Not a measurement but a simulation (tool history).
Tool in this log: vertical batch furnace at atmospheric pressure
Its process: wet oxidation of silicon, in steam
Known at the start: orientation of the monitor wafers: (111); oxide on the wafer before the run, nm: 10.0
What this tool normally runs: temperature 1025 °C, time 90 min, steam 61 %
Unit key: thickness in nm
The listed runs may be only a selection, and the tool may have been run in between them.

run	hour	temperature	time	steam	wafers since the last listed run	hours since the last temperature calibration	hours since the steam generator was serviced	hours since the gauge calibration	read-back reference wafer on the same gauge, thickness	thickness
1	0	1034	90	61	0	3267.7	3084.9	453.1	477.73	523.12
2	97.1	1034	90	61	1346	3364.8	3182	550.2	476.73	515.49
3	140.3	1025	90	61	599	3408	3225.2	593.4	477.81	499.54
4	207.9	1025	90	61	937	3475.6	3292.8	661	477.18	500.37
5	247.7	1025	90	61	552	3515.4	3332.6	700.8	475.95	498.8
# hour 256: gauge calibrated
6	292.6	1025	90	61	622	3560.3	3377.5	36.6	485.45	507.25
7	397.2	1025	90	61	1450	3664.9	3482.1	141.2	481.01	508.64
8	462.6	1025	90	61	907	3730.3	3547.5	206.6	478.9	505.86
9	537.9	1032	124	61	1044	3805.6	3622.8	281.9	477.44	623.72
10	594.9	1032	124	61	790	3862.6	3679.8	338.9	475.95	618.74
# hour 638: thermocouples replaced and temperature profile calibrated
11	680.9	1032	124	61	860	42.9	3765.8	424.9	475.49	617.48
12	719.8	1032	124	61	539	81.8	3804.7	463.8	473.91	614.96
13	756.2	1038	118.5	52	504	118.2	3841.1	500.2	473.77	565.43
# hour 806.9: steam generator serviced
14	888.5	1039	90	61	1502	250.5	81.6	632.5	473.35	527.64

Run 15 has not been measured yet. What should we expect?
15	962.7	1025	90	61	1029	324.7	155.8	706.7	?	?

Logged for run 15: read-back reference wafer on the same gauge, thickness 472.54, thickness 493.93 nm.
Had the tool carried no hidden state, the very same run would have given thickness 511.62 nm.

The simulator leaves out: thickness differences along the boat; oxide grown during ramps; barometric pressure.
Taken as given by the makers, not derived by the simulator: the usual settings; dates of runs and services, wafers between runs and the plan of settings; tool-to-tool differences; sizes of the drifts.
